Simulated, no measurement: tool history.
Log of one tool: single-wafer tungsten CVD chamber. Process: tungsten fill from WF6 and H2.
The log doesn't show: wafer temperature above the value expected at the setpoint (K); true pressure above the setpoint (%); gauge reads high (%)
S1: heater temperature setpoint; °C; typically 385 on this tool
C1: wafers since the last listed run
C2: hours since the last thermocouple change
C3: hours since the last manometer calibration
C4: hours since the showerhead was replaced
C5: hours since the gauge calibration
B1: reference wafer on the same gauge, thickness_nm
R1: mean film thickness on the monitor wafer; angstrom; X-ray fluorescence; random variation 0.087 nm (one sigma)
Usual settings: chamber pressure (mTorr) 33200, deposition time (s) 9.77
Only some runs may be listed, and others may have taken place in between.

run 1 day=0 | S1=385 chamber_pressure_(mTorr)=30400 deposition_time_(s)=9.77 | C1=0 C2=331.3 C3=1662.5 C4=4864.3 C5=630.7 | B1=20.092 | R1=191.65
run 2 day=3.233 | S1=385 chamber_pressure_(mTorr)=30400 deposition_time_(s)=9.77 | C1=1737 C2=408.9 C3=1740.1 C4=4941.9 C5=708.3 | B1=20.123 | R1=191.7
run 3 day=5.9 | S1=385 chamber_pressure_(mTorr)=33200 deposition_time_(s)=9.77 | C1=1432 C2=472.9 C3=1804.1 C4=5005.9 C5=772.3 | B1=20.101 | R1=201.3
run 4 day=9.417 | S1=385 chamber_pressure_(mTorr)=33200 deposition_time_(s)=9.77 | C1=1889 C2=557.3 C3=1888.5 C4=5090.3 C5=856.7 | B1=20.129 | R1=199.58
run 5 day=11.292 | S1=385 chamber_pressure_(mTorr)=33200 deposition_time_(s)=9.77 | C1=1007 C2=602.3 C3=1933.5 C4=5135.3 C5=901.7 | B1=20.108 | R1=202.21
run 6 day=14.321 | S1=385 chamber_pressure_(mTorr)=33200 deposition_time_(s)=9.77 | C1=1627 C2=675 C3=2006.2 C4=5208 C5=974.4 | B1=20.125 | R1=200.5
-- day=16.067 gauge calibrated
run 7 day=22.338 | S1=385 chamber_pressure_(mTorr)=33200 deposition_time_(s)=10.96 | C1=4307 C2=867.4 C3=2198.6 C4=5400.4 C5=150.5 | B1=20.147 | R1=225.29
run 8 day=26.45 | S1=385 chamber_pressure_(mTorr)=33200 deposition_time_(s)=10.23 | C1=2209 C2=966.1 C3=2297.3 C4=5499.1 C5=249.2 | B1=20.108 | R1=210.83
run 9 day=30.379 | S1=385 chamber_pressure_(mTorr)=37700 deposition_time_(s)=9.18 | C1=2111 C2=1060.4 C3=2391.6 C4=5593.4 C5=343.5 | B1=20.116 | R1=201.61
-- day=31.162 thermocouple changed; heater temperature recalibrated
-- day=31.271 capacitance manometer re-zeroed and calibrated
-- day=33.158 showerhead replaced
run 10 day=34.554 | S1=385 chamber_pressure_(mTorr)=30600 deposition_time_(s)=9.77 | C1=1825 C2=81.4 C3=78.8 C4=33.5 C5=443.7 | B1=20.129 | R1=200.86
run 11 day=37.025 | S1=385 chamber_pressure_(mTorr)=40000 deposition_time_(s)=11.52 | C1=1327 C2=140.7 C3=138.1 C4=92.8 C5=503 | B1=20.114 | R1=271.84
run 12 day=40.233 | S1=385 chamber_pressure_(mTorr)=33200 deposition_time_(s)=9.77 | C1=1724 C2=217.7 C3=215.1 C4=169.8 C5=580 | B1=20.126 | R1=209.74
run 13 day=42.317 | S1=385 chamber_pressure_(mTorr)=25300 deposition_time_(s)=9.77 | C1=1119 C2=267.7 C3=265.1 C4=219.8 C5=630 | B1=20.102 | R1=181.76
run 14 day=44.75 | S1=385 chamber_pressure_(mTorr)=33200 deposition_time_(s)=9.77 | C1=1307 C2=326.1 C3=323.5 C4=278.2 C5=688.4 | B1=20.111 | R1=207.84
run 15 day=47.988 | S1=385 chamber_pressure_(mTorr)=33200 deposition_time_(s)=11.6 | C1=1739 C2=403.8 C3=401.2 C4=355.9 C5=766.1 | B1=20.056 | R1=246.41
run 16 day=52.071 | S1=381 chamber_pressure_(mTorr)=33200 deposition_time_(s)=9.77 | C1=2194 C2=501.8 C3=499.2 C4=453.9 C5=864.1 | B1=20.1 | R1=189.59

Branching from run 16: 3 alternative next runs. What would each branch give?
run A day=52.088 | S1=385 chamber_pressure_(mTorr)=33200 deposition_time_(s)=9.77 | C1=8 C2=502.2 C3=499.6 C4=454.3 C5=864.5 | B1=? | R1=?
run B day=52.088 | S1=380 chamber_pressure_(mTorr)=37000 deposition_time_(s)=9.77 | C1=8 C2=502.2 C3=499.6 C4=454.3 C5=864.5 | B1=? | R1=?
run C day=52.088 | S1=389 chamber_pressure_(mTorr)=33200 deposition_time_(s)=8.9 | C1=8 C2=502.2 C3=499.6 C4=454.3 C5=864.5 | B1=? | R1=?

run=A B1=20.085 R1=206.36
run=B B1=20.085 R1=194.6
run=C B1=20.085 R1=205.58
Take away the tool's hidden state, keep each run's random variation, and the runs would have read:
run=A R1=208.57
run=B R1=196.67
run=C R1=207.79
